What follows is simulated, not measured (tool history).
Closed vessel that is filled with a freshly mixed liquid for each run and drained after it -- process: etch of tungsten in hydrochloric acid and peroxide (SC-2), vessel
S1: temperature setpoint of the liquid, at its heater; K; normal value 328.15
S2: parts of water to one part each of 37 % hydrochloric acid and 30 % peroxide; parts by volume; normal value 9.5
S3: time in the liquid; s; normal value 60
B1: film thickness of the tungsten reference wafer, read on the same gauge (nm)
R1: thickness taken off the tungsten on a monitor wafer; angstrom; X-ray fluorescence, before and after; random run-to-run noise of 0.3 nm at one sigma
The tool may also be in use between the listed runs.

run	hour	S1	S2	S3	B1	R1
1	0	328.15	9.5	60	150.02	374.7
2	109.7	328.15	9.5	60	150.05	377.7
3	184.7	330.65	9.5	60	150.01	461.4
# hour 235.5: thermometer replaced
4	251.4	328.15	9.5	45	150.02	256.3
5	325.8	328.15	9.5	45	149.99	254.8
6	425.5	328.15	9.5	45	149.97	260.4
7	520.7	328.15	13.5	60	149.98	262.4
8	558.4	328.15	9.5	60	150.01	356.4
9	608.3	328.15	9.5	60	149.99	356.5
10	856.8	328.15	9.5	60	150.01	371.3
11	959.3	323.65	11	70	150	294.5
12	1014.5	323.65	6.5	60	150.02	388.6
# hour 1037.5: gauge calibrated
13	1056.4	320.15	9.5	60	150.02	230
14	1109.8	328.15	9.5	60	150.01	388.3
# hour 1150.7: new drum of peroxide connected
# hour 1186.6: thermometer replaced
15	1208	328.15	13.5	40	150.02	177.6
# hour 1259.5: chemicals flow meter replaced
16	1296.8	328.15	9.5	60	150	324.9
17	1397.9	336.65	11	30	150.03	249.9
18	1501.8	328.15	6.5	95	150.04	714.5

What does the tool deliver on the next run?
19	1558.4	328.15	9.5	60	?	?

{"run 19": {"B1": 150.01, "R1": 333.3}}
With the hidden condition absent and the run-to-run variation left alone, this run would have shown R1 310.8 angstrom.
